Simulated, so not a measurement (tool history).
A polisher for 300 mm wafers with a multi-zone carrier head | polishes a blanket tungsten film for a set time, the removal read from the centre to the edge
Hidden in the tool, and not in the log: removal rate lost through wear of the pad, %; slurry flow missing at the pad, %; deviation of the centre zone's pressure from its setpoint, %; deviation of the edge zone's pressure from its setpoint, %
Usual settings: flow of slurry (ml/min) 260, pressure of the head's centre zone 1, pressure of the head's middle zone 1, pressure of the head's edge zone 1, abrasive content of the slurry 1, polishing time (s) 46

| run | hour | flow of slurry (ml/min) | pressure of the head's centre zone | pressure of the head's middle zone | pressure of the head's edge zone | abrasive content of the slurry | polishing time (s) | wafers since the last listed run | wafers polished on this pad | hours since the slurry nozzle was cleaned | hours since the centre zone pressure was calibrated | hours since the edge zone pressure was calibrated | hours since the carrier head's membrane was replaced | incoming thickness of the incoming film, nm | film removed at the wafer's centre (angstrom) | film removed at mid-radius (angstrom) | film removed at the wafer's edge (angstrom) |
|---|---|---|---|---|---|---|---|---|---|---|---|---|---|---|---|---|---|
| 1 | 0 | 260 | 1 | 1 | 1 | 1.2 | 46 | 0 | 836 | 214 | 313.9 | 310.2 | 134.4 | 697.9 | 2769 | 2849 | 2898 |
| 2 | 24 | 260 | 1 | 1 | 1 | 1.2 | 46 | 320 | 1157 | 238 | 337.9 | 334.2 | 158.4 | 688.8 | 2742 | 2866 | 2883 |
|  | 90.2 | edge zone pressure recalibrated |
| 3 | 164.5 | 260 | 0.94 | 1 | 1 | 1 | 46 | 1850 | 3008 | 378.5 | 478.4 | 74.3 | 298.9 | 692.1 | 2438 | 2709 | 2764 |
| 4 | 228.3 | 310 | 1 | 1 | 1.06 | 0.85 | 57 | 852 | 3860 | 442.3 | 542.2 | 138.1 | 362.7 | 680.3 | 3189 | 3398 | 3460 |
|  | 254.7 | slurry nozzle cleaned |
| 5 | 293.6 | 260 | 1 | 1 | 1 | 1.15 | 46 | 859 | 4720 | 38.9 | 607.5 | 203.4 | 428 | 690.3 | 2812 | 2953 | 2951 |
|  | 298 | worn pad replaced by a new one |
| 6 | 354.2 | 260 | 1 | 1 | 1 | 1.2 | 46 | 756 | 751 | 99.5 | 668.1 | 264 | 488.6 | 691.3 | 2797 | 3016 | 2926 |
|  | 417.9 | centre zone pressure recalibrated |
| 7 | 424 | 185 | 1 | 1 | 1 | 1 | 59 | 905 | 1657 | 169.3 | 6.1 | 333.8 | 558.4 | 692.7 | 3241 | 3250 | 3416 |
| 8 | 453.3 | 290 | 1 | 0.95 | 1 | 0.8 | 59 | 391 | 2048 | 198.6 | 35.4 | 363.1 | 587.7 | 690.8 | 3368 | 3361 | 3396 |
| 9 | 479.4 | 260 | 1 | 1 | 1 | 0.9 | 46 | 348 | 2397 | 224.7 | 61.5 | 389.2 | 613.8 | 690.6 | 2590 | 2704 | 2729 |
| 10 | 507.8 | 345 | 1 | 1.1 | 1 | 0.8 | 46 | 379 | 2777 | 253.1 | 89.9 | 417.6 | 642.2 | 677.9 | 2653 | 2911 | 2676 |
|  | 525.8 | edge zone pressure recalibrated |
| 11 | 570.3 | 260 | 1 | 1 | 1 | 1.15 | 46 | 808 | 3585 | 315.6 | 152.4 | 44.5 | 704.7 | 690.2 | 2717 | 2756 | 2845 |
|  | 671.2 | carrier head's membrane replaced by a new one |
| 12 | 699.9 | 260 | 1 | 1 | 1 | 1 | 46 | 1664 | 5250 | 445.2 | 282 | 174.1 | 28.7 | 686.6 | 2567 | 2706 | 2728 |
|  | 707.7 | worn pad replaced by a new one |
|  | 716.8 | slurry nozzle cleaned |
| 13 | 771.9 | 260 | 1 | 0.9 | 0.89 | 1 | 46 | 895 | 844 | 55.1 | 354 | 246.1 | 100.7 | 689.5 | 2707 | 2651 | 2689 |
| 14 | 829.3 | 260 | 1 | 1 | 1.08 | 1 | 34 | 767 | 1611 | 112.5 | 411.4 | 303.5 | 158.1 | 678.5 | 1981 | 2099 | 2156 |
| 15 | 862.9 | 260 | 1 | 0.9 | 1 | 1 | 46 | 448 | 2060 | 146.1 | 445 | 337.1 | 191.7 | 688.8 | 2641 | 2620 | 2770 |
| 16 | 895.1 | 260 | 1.06 | 1 | 1.08 | 1 | 46 | 430 | 2491 | 178.3 | 477.2 | 369.3 | 223.9 | 680.9 | 2765 | 2846 | 2841 |
| 17 | 965.8 | 345 | 1 | 1.11 | 1 | 1.25 | 53 | 944 | 3435 | 249 | 547.9 | 440 | 294.6 | 693.3 | 3283 | 3717 | 3446 |
|  | 987.4 | edge zone pressure recalibrated |
| 18 | 1028.8 | 260 | 1.06 | 1 | 1.08 | 1 | 46 | 815 | 4251 | 312 | 610.9 | 41.4 | 357.6 | 693.7 | 2706 | 2620 | 2806 |
| 19 | 1076.4 | 260 | 1 | 1 | 1 | 1 | 46 | 636 | 4887 | 359.6 | 658.5 | 89 | 405.2 | 691.1 | 2537 | 2742 | 2752 |
|  | 1101 | worn pad replaced by a new one |
| 20 | 1129.9 | 260 | 1 | 1 | 1 | 1 | 46 | 661 | 385 | 413.1 | 712 | 142.5 | 458.7 | 686.4 | 2550 | 2746 | 2679 |

Measured less the same run without the tool's hidden state. The same run-to-run variation is in both; the gauge's scatter may not be:
| run | film removed at the wafer's centre (angstrom) | film removed at mid-radius (angstrom) | film removed at the wafer's edge (angstrom) |
|---|---|---|---|
| 1 | -246 | -150 | -113 |
| 2 | -257 | -161 | -120 |
| 3 | -278 | -186 | -140 |
| 4 | -331 | -201 | -154 |
| 5 | -151 | -43 | -33 |
| 6 | -210 | -98 | -71 |
| 7 | -282 | -230 | -172 |
| 8 | -215 | -161 | -122 |
| 9 | -205 | -158 | -118 |
| 10 | -180 | -133 | -93 |
| 11 | -275 | -190 | -144 |
| 12 | -308 | -207 | -153 |
| 13 | -159 | -55 | -42 |
| 14 | -158 | -78 | -60 |
| 15 | -238 | -118 | -94 |
| 16 | -273 | -148 | -110 |
| 17 | -310 | -174 | -122 |
| 18 | -335 | -185 | -146 |
| 19 | -327 | -204 | -151 |
| 20 | -341 | -212 | -153 |

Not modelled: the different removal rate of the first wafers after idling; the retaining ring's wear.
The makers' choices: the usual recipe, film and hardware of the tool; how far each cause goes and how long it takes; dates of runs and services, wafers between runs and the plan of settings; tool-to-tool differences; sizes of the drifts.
